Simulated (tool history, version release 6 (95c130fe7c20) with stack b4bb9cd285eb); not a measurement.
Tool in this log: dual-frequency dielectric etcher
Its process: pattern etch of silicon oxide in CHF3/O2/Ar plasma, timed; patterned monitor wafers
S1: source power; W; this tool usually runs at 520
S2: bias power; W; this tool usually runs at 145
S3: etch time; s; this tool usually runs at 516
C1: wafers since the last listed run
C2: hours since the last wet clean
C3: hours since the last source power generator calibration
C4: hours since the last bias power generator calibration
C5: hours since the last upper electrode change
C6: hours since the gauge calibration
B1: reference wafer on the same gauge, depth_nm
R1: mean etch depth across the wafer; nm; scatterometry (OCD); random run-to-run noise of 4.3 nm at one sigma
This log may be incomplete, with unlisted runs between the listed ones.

| run | hour | S1 | S2 | S3 | C1 | C2 | C3 | C4 | C5 | C6 | B1 | R1 |
|---|---|---|---|---|---|---|---|---|---|---|---|---|
| 1 | 0 | 520 | 145 | 516 | 0 | 28.2 | 1809.7 | 4361.5 | 3336.1 | 210.6 | 921.2 | 944.3 |
| 2 | 66 | 520 | 145 | 516 | 191 | 94.2 | 1875.7 | 4427.5 | 3402.1 | 276.6 | 920.3 | 946.6 |
| 3 | 106.1 | 520 | 145 | 516 | 116 | 134.3 | 1915.8 | 4467.6 | 3442.2 | 316.7 | 920.9 | 950 |
| 4 | 149.8 | 520 | 145 | 516 | 126 | 178 | 1959.5 | 4511.3 | 3485.9 | 360.4 | 920 | 945.8 |
| 5 | 240.2 | 430 | 145 | 516 | 262 | 268.4 | 2049.9 | 4601.7 | 3576.3 | 450.8 | 919.1 | 881.1 |
|  | 308.8 | upper electrode replaced |
| 6 | 309.3 | 430 | 145 | 516 | 130 | 337.5 | 2119 | 4670.8 | 0.5 | 519.9 | 917 | 880.1 |
|  | 345.1 | wet clean of the chamber |
| 7 | 352.6 | 520 | 145 | 586.5 | 55 | 7.5 | 2162.3 | 4714.1 | 43.8 | 563.2 | 916.1 | 1070.1 |
| 8 | 394.8 | 560 | 145 | 556 | 122 | 49.7 | 2204.5 | 4756.3 | 86 | 605.4 | 915.3 | 1035.6 |
| 9 | 458 | 520 | 156 | 516 | 183 | 112.9 | 2267.7 | 4819.5 | 149.2 | 668.6 | 912.7 | 967.4 |
| 10 | 526 | 520 | 157 | 516 | 197 | 180.9 | 2335.7 | 4887.5 | 217.2 | 736.6 | 911.5 | 962.1 |
| 11 | 605.4 | 400 | 145 | 516 | 230 | 260.3 | 2415.1 | 4966.9 | 296.6 | 816 | 908.2 | 843.9 |
| 12 | 660.6 | 520 | 145 | 588.5 | 160 | 315.5 | 2470.3 | 5022.1 | 351.8 | 871.2 | 906.7 | 1065.7 |
|  | 714.8 | wet clean of the chamber |
| 13 | 715.3 | 520 | 145 | 416 | 89 | 0.5 | 2525 | 5076.8 | 406.5 | 925.9 | 905.3 | 749.4 |
| 14 | 740.8 | 610 | 167 | 598.5 | 73 | 26 | 2550.5 | 5102.3 | 432 | 951.4 | 904.2 | 1181.5 |
|  | 761 | gauge calibrated |
|  | 767.4 | source power generator calibrated |
|  | 770.3 | bias power generator calibrated |
| 15 | 770.8 | 520 | 145 | 516 | 66 | 56 | 3.4 | 0.5 | 462 | 9.8 | 922.9 | 945.4 |
| 16 | 795.8 | 520 | 145 | 458 | 72 | 81 | 28.4 | 25.5 | 487 | 34.8 | 923.3 | 845.9 |
| 17 | 849.3 | 520 | 176 | 395 | 155 | 134.5 | 81.9 | 79 | 540.5 | 88.3 | 922.3 | 766.5 |
| 18 | 890.5 | 480 | 145 | 516 | 119 | 175.7 | 123.1 | 120.2 | 581.7 | 129.5 | 922.6 | 924.1 |
| 19 | 940.9 | 450 | 145 | 434 | 146 | 226.1 | 173.5 | 170.6 | 632.1 | 179.9 | 922 | 750.1 |
| 20 | 965.3 | 520 | 145 | 516 | 70 | 250.5 | 197.9 | 195 | 656.5 | 204.3 | 922.1 | 951.4 |
| 21 | 997.9 | 570 | 161 | 574 | 94 | 283.1 | 230.5 | 227.6 | 689.1 | 236.9 | 921.7 | 1124.2 |

Pick out some run-to-run changes in R1. Of each, how much would a tool without hidden state show as well, from the settings, what came in and chance, and how much is left for the hidden state and any gauge scatter not in both results compared?
Hidden state present: etch rate over this chamber's usual, %; source power that arrives over what is set, %; bias power that arrives over what is set, %; gauge reads high (%).
Run 12 -> 13: S3 588.5 -> 416, wet clean of the chamber. R1 -316.3 nm: hidden state +3.6, all else -319.9.
Run 13 -> 14: S1 520 -> 610, S2 145 -> 167, S3 416 -> 598.5. R1 +432.1 nm: hidden state -9.6, all else +441.7.
Run 14 -> 15: S1 610 -> 520, S2 167 -> 145, S3 598.5 -> 516, gauge calibrated, source power generator calibrated, bias power generator calibrated. R1 -236.1 nm: hidden state +24.9, all else -261.
